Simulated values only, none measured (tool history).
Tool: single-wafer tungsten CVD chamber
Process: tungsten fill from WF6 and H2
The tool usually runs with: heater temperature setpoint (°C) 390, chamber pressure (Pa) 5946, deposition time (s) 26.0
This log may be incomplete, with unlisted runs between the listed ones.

run	hour	heater temperature setpoint (°C)	chamber pressure (Pa)	deposition time (s)	wafers since the last listed run	hours since the last thermocouple change	hours since the last manometer calibration	hours since the showerhead was replaced	hours since the gauge calibration	read-back reference wafer on the same gauge, thickness_nm	mean film thickness on the monitor wafer (Å)
1	0.0	390	5946	26.0	0	1321.5	2093.1	7914.3	359.4	66.110	809.21
2	33.1	390	5946	26.0	515	1354.6	2126.2	7947.4	392.5	66.097	812.58
3	66.8	390	5946	26.0	524	1388.3	2159.9	7981.1	426.2	66.085	817.34
4	94.4	390	5946	26.0	429	1415.9	2187.5	8008.7	453.8	66.076	815.17
5	116.4	390	5946	28.6	342	1437.9	2209.5	8030.7	475.8	66.086	896.61
6	145.1	390	5946	28.6	446	1466.6	2238.2	8059.4	504.5	66.161	892.67
7	175.2	390	5946	26.0	468	1496.7	2268.3	8089.5	534.6	66.069	818.08
# hour 182.2: gauge calibrated
8	193.5	390	5946	26.0	284	1515.0	2286.6	8107.8	11.3	66.113	822.03
9	209.7	390	5946	26.0	252	1531.2	2302.8	8124.0	27.5	66.088	818.41
10	231.2	390	5946	26.0	334	1552.7	2324.3	8145.5	49.0	66.103	818.97
11	261.4	390	5946	26.0	470	1582.9	2354.5	8175.7	79.2	66.132	820.57
12	293.1	390	5440	26.0	493	1614.6	2386.2	8207.4	110.9	66.085	796.62
13	306.3	394	5520	26.0	205	1627.8	2399.4	8220.6	124.1	66.028	858.45
# hour 331.9: thermocouple changed; heater temperature recalibrated
# hour 385.9: capacitance manometer re-zeroed and calibrated
# hour 389.2: showerhead replaced
14	408.0	390	5946	26.0	1282	76.1	22.1	18.8	225.8	66.077	762.45
15	428.9	400	4960	21.9	325	97.0	43.0	39.7	246.7	66.121	730.45
16	447.0	383	5946	30.3	281	115.1	61.1	57.8	264.8	66.098	788.54
17	463.5	390	5946	21.8	256	131.6	77.6	74.3	281.3	66.118	643.87
18	497.9	383	5946	30.3	535	166.0	112.0	108.7	315.7	66.123	786.99
19	517.1	380	7239	27.6	298	185.2	131.2	127.9	334.9	66.072	718.35
20	531.0	403	6626	27.7	216	199.1	145.1	141.8	348.8	66.063	1073.74
21	558.6	390	5946	26.0	429	226.7	172.7	169.4	376.4	66.192	767.38

What if the next run were any one of these 3? Each begins from the tool's condition after run 21:
A	559.0	390	5946	26.0	6	227.1	173.1	169.8	376.8	?	?
B	559.0	381	5946	26.0	6	227.1	173.1	169.8	376.8	?	?
C	559.0	395	4706	24.0	6	227.1	173.1	169.8	376.8	?	?

run	read-back reference wafer on the same gauge, thickness_nm	mean film thickness on the monitor wafer (Å)
A	66.055	765.83
B	66.055	646.92
C	66.055	718.29
The same runs, with their run-to-run variation unchanged, on a tool lacking any hidden condition would have given:
run	mean film thickness on the monitor wafer (Å)
A	741.30
B	625.17
C	695.61

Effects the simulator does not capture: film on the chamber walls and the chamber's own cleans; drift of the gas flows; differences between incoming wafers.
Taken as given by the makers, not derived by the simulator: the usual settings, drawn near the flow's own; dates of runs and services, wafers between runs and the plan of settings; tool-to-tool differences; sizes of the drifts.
